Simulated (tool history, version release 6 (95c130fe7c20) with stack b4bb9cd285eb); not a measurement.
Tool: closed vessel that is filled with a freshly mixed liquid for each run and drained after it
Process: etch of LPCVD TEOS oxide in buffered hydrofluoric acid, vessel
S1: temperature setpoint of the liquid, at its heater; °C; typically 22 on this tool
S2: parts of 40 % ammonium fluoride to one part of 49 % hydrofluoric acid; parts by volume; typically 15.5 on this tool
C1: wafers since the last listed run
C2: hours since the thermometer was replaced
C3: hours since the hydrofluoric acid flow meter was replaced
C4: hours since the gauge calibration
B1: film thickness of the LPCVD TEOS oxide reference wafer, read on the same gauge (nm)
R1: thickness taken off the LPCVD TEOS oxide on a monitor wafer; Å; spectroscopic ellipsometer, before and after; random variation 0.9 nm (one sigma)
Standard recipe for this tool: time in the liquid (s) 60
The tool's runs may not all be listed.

run 1 day=0 | S1=22 S2=15.5 time_in_the_liquid_(s)=60 | C1=0 C2=2324.1 C3=726.8 C4=372.1 | B1=140.01 | R1=925.3
run 2 day=3.483 | S1=22 S2=15.5 time_in_the_liquid_(s)=60 | C1=10262 C2=2407.7 C3=810.4 C4=455.7 | B1=139.98 | R1=925.9
run 3 day=6.692 | S1=24 S2=15.5 time_in_the_liquid_(s)=60 | C1=9451 C2=2484.7 C3=887.4 C4=532.7 | B1=139.99 | R1=1033.6
run 4 day=8.554 | S1=22 S2=15.5 time_in_the_liquid_(s)=80 | C1=5486 C2=2529.4 C3=932.1 C4=577.4 | B1=139.98 | R1=1239.2
run 5 day=11.3 | S1=22 S2=12.5 time_in_the_liquid_(s)=60 | C1=8089 C2=2595.3 C3=998 C4=643.3 | B1=139.99 | R1=1133
run 6 day=14.279 | S1=22 S2=12.5 time_in_the_liquid_(s)=60 | C1=8776 C2=2666.8 C3=1069.5 C4=714.8 | B1=139.99 | R1=1131.3
run 7 day=21.379 | S1=22 S2=12.5 time_in_the_liquid_(s)=60 | C1=20916 C2=2837.2 C3=1239.9 C4=885.2 | B1=140 | R1=1129.2
run 8 day=24.25 | S1=17.5 S2=20 time_in_the_liquid_(s)=60 | C1=8457 C2=2906.1 C3=1308.8 C4=954.1 | B1=139.99 | R1=545.3
-- day=25.429 hydrofluoric acid flow meter replaced
run 9 day=27.854 | S1=22 S2=15.5 time_in_the_liquid_(s)=80 | C1=10495 C2=2992.6 C3=58.2 C4=1040.6 | B1=140.01 | R1=1218.7
run 10 day=31.679 | S1=22 S2=15.5 time_in_the_liquid_(s)=95 | C1=11268 C2=3084.4 C3=150 C4=1132.4 | B1=140 | R1=1440.1
-- day=42.1 thermometer replaced
-- day=42.45 gauge calibrated
run 11 day=43.508 | S1=26.5 S2=12 time_in_the_liquid_(s)=60 | C1=34726 C2=33.8 C3=433.9 C4=25.4 | B1=140.01 | R1=1667.4
run 12 day=45.808 | S1=25.5 S2=17.5 time_in_the_liquid_(s)=45 | C1=6775 C2=89 C3=489.1 C4=80.6 | B1=140.02 | R1=800.4
run 13 day=48.562 | S1=17.5 S2=12 time_in_the_liquid_(s)=60 | C1=8113 C2=155.1 C3=555.2 C4=146.7 | B1=140.01 | R1=983.3
run 14 day=52.288 | S1=22 S2=15.5 time_in_the_liquid_(s)=60 | C1=10973 C2=244.5 C3=644.6 C4=236.1 | B1=139.99 | R1=992.6
run 15 day=58.533 | S1=22 S2=15.5 time_in_the_liquid_(s)=60 | C1=18400 C2=394.4 C3=794.5 C4=386 | B1=140 | R1=995

Branching from run 15: 4 alternative next runs. What would each branch give?
run A day=58.562 | S1=22 S2=15.5 time_in_the_liquid_(s)=60 | C1=85 C2=395.1 C3=795.2 C4=386.7 | B1=? | R1=?
run B day=58.562 | S1=25 S2=15.5 time_in_the_liquid_(s)=40 | C1=85 C2=395.1 C3=795.2 C4=386.7 | B1=? | R1=?
run C day=58.562 | S1=20.5 S2=21 time_in_the_liquid_(s)=85 | C1=85 C2=395.1 C3=795.2 C4=386.7 | B1=? | R1=?
run D day=58.562 | S1=19 S2=13 time_in_the_liquid_(s)=60 | C1=85 C2=395.1 C3=795.2 C4=386.7 | B1=? | R1=?

run=A B1=139.99 R1=972.8
run=B B1=139.99 R1=764.8
run=C B1=139.99 R1=953.1
run=D B1=139.99 R1=977.4
The same runs, with their run-to-run variation unchanged, on a tool lacking any hidden condition would have given:
run=A R1=996.2
run=B R1=782.9
run=C R1=976.3
run=D R1=1001.4
